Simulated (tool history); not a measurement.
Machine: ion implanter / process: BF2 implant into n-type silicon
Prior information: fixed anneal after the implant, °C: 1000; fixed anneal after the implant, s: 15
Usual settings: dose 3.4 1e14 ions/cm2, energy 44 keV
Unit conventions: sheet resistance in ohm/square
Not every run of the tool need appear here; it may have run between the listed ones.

run,hour,dose,energy,wafers since the last listed run,hours since the last dose calibration,hours since the extraction supply was calibrated,hours since the gauge calibration,"read-back reference wafer on the same gauge, sheet resistance",sheet resistance
1,0,3.4,44,0,1914.3,2134.5,152.5,324.92,313.16
2,9.5,3.4,44,130,1923.8,2144,162,325.07,312.82
3,24.4,3.4,44,204,1938.7,2158.9,176.9,325.22,311.65
4,40.2,3.4,44,217,1954.5,2174.7,192.7,325,312.86
5,55.5,3.4,53.5,210,1969.8,2190,208,324.91,306.28
6,69.3,3.4,53.5,189,1983.6,2203.8,221.8,324.96,306.48
7,82.8,3.85,50.5,185,1997.1,2217.3,235.3,324.97,275.75
8,100.5,3.4,44,243,2014.8,2235,253,325.08,312.02
# hour 117.4: extraction supply calibrated
9,117.9,3.4,44,129,2032.2,0.5,270.4,325.05,311.12
10,119.1,3.4,44,16,2033.4,1.7,271.6,324.93,311.15
11,132.8,3.4,44,188,2047.1,15.4,285.3,324.99,310.88
12,147.4,3.4,44,200,2061.7,30,299.9,324.87,312.03
13,163.7,2.81,38.5,223,2078,46.3,316.2,325.06,373.08
# hour 177.8: Faraday cup replaced and dose calibrated
14,178.4,2.82,52,92,0.6,61,330.9,325.02,376.76
15,194.2,3.4,36.5,217,16.4,76.8,346.7,324.95,332.25
16,207,3.8,55.5,175,29.2,89.6,359.5,325.2,289.14
17,214.2,3.04,29,98,36.4,96.8,366.7,324.97,372.28
18,230.6,2.97,54.5,225,52.8,113.2,383.1,324.96,358.16
# hour 235.2: gauge calibrated
19,245.4,2.88,30.5,203,67.6,128,10.2,324.99,388.61
20,258.4,3.4,44,178,80.6,141,23.2,324.94,326.57
21,265.6,3.4,44,98,87.8,148.2,30.4,324.95,325.38
22,277.8,2.51,48.5,167,100,160.4,42.6,325.12,419.21
23,288,2.76,44,140,110.2,170.6,52.8,324.94,389.45
24,301.2,3.4,44,181,123.4,183.8,66,325.02,326.06
25,312,4.39,39.5,148,134.2,194.6,76.8,325.2,262.04
26,323.7,3.4,44,160,145.9,206.3,88.5,324.97,325.22
27,330.7,3.69,48.5,96,152.9,213.3,95.5,324.83,299.07
28,342.2,3.94,59,158,164.4,224.8,107,324.98,278.25
29,355.5,2.53,32.5,182,177.7,238.1,120.3,324.92,428.97
30,362,2.49,39,89,184.2,244.6,126.8,324.99,429.84
31,378.8,3.85,50.5,230,201,261.4,143.6,324.97,288.03
32,391.6,2.49,39,175,213.8,274.2,156.4,325.11,429.32
33,400.8,3.4,44,126,223,283.4,165.6,325.04,324.64
34,406.9,2.66,30,83,229.1,289.5,171.7,324.92,414.48
35,416.8,2.54,38,136,239,299.4,181.6,325.11,422.98
36,430.3,3.4,44,185,252.5,312.9,195.1,324.96,325.19

Branching from run 36: 5 alternative next runs. What would each branch give?
A,430.7,3.4,44,5,252.9,313.3,195.5,?,?
B,430.7,4.35,33.5,5,252.9,313.3,195.5,?,?
C,430.7,3.4,33.5,5,252.9,313.3,195.5,?,?
D,430.7,4.03,37,5,252.9,313.3,195.5,?,?
E,430.7,3.03,38,5,252.9,313.3,195.5,?,?

run,"read-back reference wafer on the same gauge, sheet resistance",sheet resistance
A,325.04,324.16
B,325.04,268.08
C,325.04,331.87
D,325.04,283.09
E,325.04,363.5
Without the tool's hidden state the same runs would have given:
run,sheet resistance
A,328.41
B,271.42
C,336.14
D,286.76
E,368.15
